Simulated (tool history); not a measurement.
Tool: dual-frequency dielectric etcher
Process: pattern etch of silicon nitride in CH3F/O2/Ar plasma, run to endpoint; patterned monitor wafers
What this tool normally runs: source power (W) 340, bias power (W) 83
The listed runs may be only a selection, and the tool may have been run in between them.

run	day	source power (W)	bias power (W)	incoming incoming film thickness, nm	endpoint time (s)
1	0.000	320	83	35.66	51.5
2	3.046	340	83	35.73	50.7
3	7.483	340	83	35.65	50.8
4	9.167	370	83	36.00	50.1
5	12.062	370	83	36.15	50.8
6	15.938	310	83	35.69	53.0
7	20.388	320	67	35.70	57.6
8	23.033	320	67	36.22	58.7
# day 24.096: wet clean of the chamber
9	24.546	320	67	35.94	55.9
# day 28.738: upper electrode replaced
10	28.758	340	75	35.92	53.0
11	32.383	340	75	35.75	52.9
12	36.792	270	70	35.99	58.9
13	38.533	370	70	35.89	53.9
14	40.571	290	93	35.72	51.9
# day 43.321: source power generator calibrated
15	45.042	340	83	36.24	53.2
# day 47.462: wet clean of the chamber
16	49.392	390	97	35.54	45.8
17	52.417	290	70	36.10	57.4
18	56.408	400	96	36.33	47.2
# day 57.112: bias power generator calibrated
19	58.171	400	70	36.17	52.8
20	60.171	340	83	36.02	52.4
21	63.683	290	95	35.79	51.4
# day 71.504: wet clean of the chamber
22	72.729	290	89	35.85	52.1

Here are 5 independent what-if runs from the current tool condition. What would each one return?
A	72.746	340	100	35.89	?
B	72.746	340	97	35.89	?
C	72.746	270	64	35.89	?
D	72.746	380	103	35.89	?
E	72.746	390	100	35.89	?

run	endpoint time (s)
A	47.6
B	48.2
C	60.0
D	45.6
E	45.8
Stripped of hidden state, with their random variation kept, the same runs would have yielded:
run	endpoint time (s)
A	47.2
B	47.8
C	59.5
D	45.2
E	45.4
